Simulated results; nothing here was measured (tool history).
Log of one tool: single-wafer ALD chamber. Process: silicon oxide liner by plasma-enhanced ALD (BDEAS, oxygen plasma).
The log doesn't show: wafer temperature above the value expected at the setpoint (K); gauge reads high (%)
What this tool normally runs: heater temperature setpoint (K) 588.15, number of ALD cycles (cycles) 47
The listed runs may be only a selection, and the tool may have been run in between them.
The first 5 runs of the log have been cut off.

| run | hour | heater temperature setpoint (K) | number of ALD cycles (cycles) | wafers since the last listed run | hours since the last thermocouple change | hours since the gauge calibration | read-back reference wafer on the same gauge, thickness_nm | mean film thickness on the monitor wafer (angstrom) |
|---|---|---|---|---|---|---|---|---|
| 6 | 224.9 | 588.15 | 40 | 323 | 94 | 1372.6 | 3.739 | 34.39 |
| 7 | 252.6 | 595.15 | 49 | 236 | 121.7 | 1400.3 | 3.74 | 41.76 |
| 8 | 300.7 | 595.15 | 49 | 410 | 169.8 | 1448.4 | 3.743 | 41.74 |
| 9 | 366.1 | 588.15 | 47 | 558 | 235.2 | 1513.8 | 3.74 | 40.58 |
| 10 | 436.7 | 588.15 | 47 | 602 | 305.8 | 1584.4 | 3.739 | 40.68 |
| 11 | 487.9 | 588.15 | 47 | 436 | 357 | 1635.6 | 3.739 | 40.66 |
| 12 | 552.2 | 594.15 | 50 | 548 | 421.3 | 1699.9 | 3.738 | 42.89 |
| 13 | 599.1 | 594.15 | 50 | 400 | 468.2 | 1746.8 | 3.739 | 42.81 |
| 14 | 627.3 | 594.15 | 50 | 240 | 496.4 | 1775 | 3.739 | 42.77 |
| 15 | 681.8 | 588.15 | 47 | 465 | 550.9 | 1829.5 | 3.74 | 40.5 |
| 16 | 712.2 | 588.15 | 47 | 259 | 581.3 | 1859.9 | 3.742 | 40.69 |
| 17 | 747.2 | 588.15 | 47 | 298 | 616.3 | 1894.9 | 3.739 | 40.62 |
| 18 | 799.2 | 588.15 | 47 | 443 | 668.3 | 1946.9 | 3.741 | 40.61 |
| 19 | 864.4 | 588.15 | 47 | 556 | 733.5 | 2012.1 | 3.74 | 40.71 |
| 20 | 909.4 | 588.15 | 47 | 383 | 778.5 | 2057.1 | 3.74 | 40.7 |
| 21 | 976 | 588.15 | 47 | 568 | 845.1 | 2123.7 | 3.742 | 40.6 |
| 22 | 1018.9 | 588.15 | 47 | 366 | 888 | 2166.6 | 3.739 | 40.51 |
| 23 | 1058.7 | 575.15 | 39 | 339 | 927.8 | 2206.4 | 3.74 | 34.79 |
| 24 | 1091.8 | 576.15 | 55 | 282 | 960.9 | 2239.5 | 3.741 | 48.84 |
|  | 1112.7 | gauge calibrated |
| 25 | 1134.4 | 597.15 | 38 | 363 | 1003.5 | 21.7 | 3.741 | 32.44 |
| 26 | 1188.8 | 588.15 | 47 | 464 | 1057.9 | 76.1 | 3.739 | 40.69 |
| 27 | 1259.5 | 588.15 | 50 | 603 | 1128.6 | 146.8 | 3.739 | 43.29 |
| 28 | 1321.8 | 573.15 | 53 | 531 | 1190.9 | 209.1 | 3.74 | 48.09 |
| 29 | 1350.3 | 598.15 | 49 | 243 | 1219.4 | 237.6 | 3.742 | 41.66 |

For run 30, what comes out?
| 30 | 1390.2 | 583.15 | 41 | 340 | 1259.3 | 277.5 | ? | ? |

read-back reference wafer on the same gauge, thickness_nm: 3.74
mean film thickness on the monitor wafer (angstrom): 35.89
Were there no unlogged condition in the tool, this run, its random variation unchanged, would have produced mean film thickness on the monitor wafer (angstrom) 35.64.
